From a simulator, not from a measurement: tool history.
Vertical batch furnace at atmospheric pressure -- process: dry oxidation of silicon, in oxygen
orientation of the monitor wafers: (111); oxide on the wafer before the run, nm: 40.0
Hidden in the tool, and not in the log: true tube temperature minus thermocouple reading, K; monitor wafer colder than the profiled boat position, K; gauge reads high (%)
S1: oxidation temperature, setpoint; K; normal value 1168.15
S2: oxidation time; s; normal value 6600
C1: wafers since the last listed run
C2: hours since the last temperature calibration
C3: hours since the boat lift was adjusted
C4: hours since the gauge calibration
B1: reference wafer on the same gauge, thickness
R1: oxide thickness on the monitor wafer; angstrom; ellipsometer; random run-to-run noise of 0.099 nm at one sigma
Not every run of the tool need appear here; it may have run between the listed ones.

| run | hour | S1 | S2 | C1 | C2 | C3 | C4 | B1 | R1 |
|---|---|---|---|---|---|---|---|---|---|
| 1 | 0 | 1150.15 | 6600 | 0 | 3711.4 | 2766.2 | 121.8 | 61.02 | 604.1 |
| 2 | 30 | 1168.15 | 6600 | 257 | 3741.4 | 2796.2 | 151.8 | 61.08 | 659.7 |
| 3 | 46.2 | 1168.15 | 6600 | 138 | 3757.6 | 2812.4 | 168 | 61.13 | 658.9 |
| 4 | 58.8 | 1168.15 | 6600 | 108 | 3770.2 | 2825 | 180.6 | 61.13 | 659.3 |
| 5 | 72 | 1168.15 | 6600 | 113 | 3783.4 | 2838.2 | 193.8 | 61.2 | 661.2 |
| 6 | 92 | 1168.15 | 6600 | 171 | 3803.4 | 2858.2 | 213.8 | 61.31 | 661.8 |
| 7 | 104.3 | 1168.15 | 6600 | 105 | 3815.7 | 2870.5 | 226.1 | 61.36 | 662.5 |
|  | 131.3 | thermocouples replaced and temperature profile calibrated |
|  | 155.6 | boat lift adjusted |
| 8 | 156.1 | 1186.15 | 3570 | 32 | 24.8 | 0.5 | 277.9 | 61.52 | 592.2 |
| 9 | 160.7 | 1168.15 | 6600 | 39 | 29.4 | 5.1 | 282.5 | 61.59 | 663.6 |
|  | 169.2 | gauge calibrated |
| 10 | 178.9 | 1149.15 | 9360 | 156 | 47.6 | 23.3 | 9.7 | 60.86 | 673.7 |
| 11 | 206.6 | 1168.15 | 3570 | 237 | 75.3 | 51 | 37.4 | 60.87 | 545.4 |
| 12 | 229.2 | 1177.15 | 6600 | 193 | 97.9 | 73.6 | 60 | 60.91 | 688.8 |
| 13 | 266.3 | 1168.15 | 8790 | 318 | 135 | 110.7 | 97.1 | 60.95 | 732.3 |
| 14 | 287.3 | 1150.15 | 5400 | 180 | 156 | 131.7 | 118.1 | 60.98 | 570.5 |

Consider 3 possible next runs. They are alternatives, not a sequence: every one starts from the tool as it was left by run 14. What does each give?
| A | 292 | 1168.15 | 6600 | 40 | 160.7 | 136.4 | 122.8 | ? | ? |
| B | 292 | 1183.15 | 5460 | 40 | 160.7 | 136.4 | 122.8 | ? | ? |
| C | 292 | 1168.15 | 9120 | 40 | 160.7 | 136.4 | 122.8 | ? | ? |

| run | B1 | R1 |
|---|---|---|
| A | 61.03 | 657.4 |
| B | 61.03 | 664.2 |
| C | 61.03 | 743 |
Stripped of hidden state, with their random variation kept, the same runs would have yielded:
| run | R1 |
|---|---|
| A | 656.2 |
| B | 663 |
| C | 741.7 |
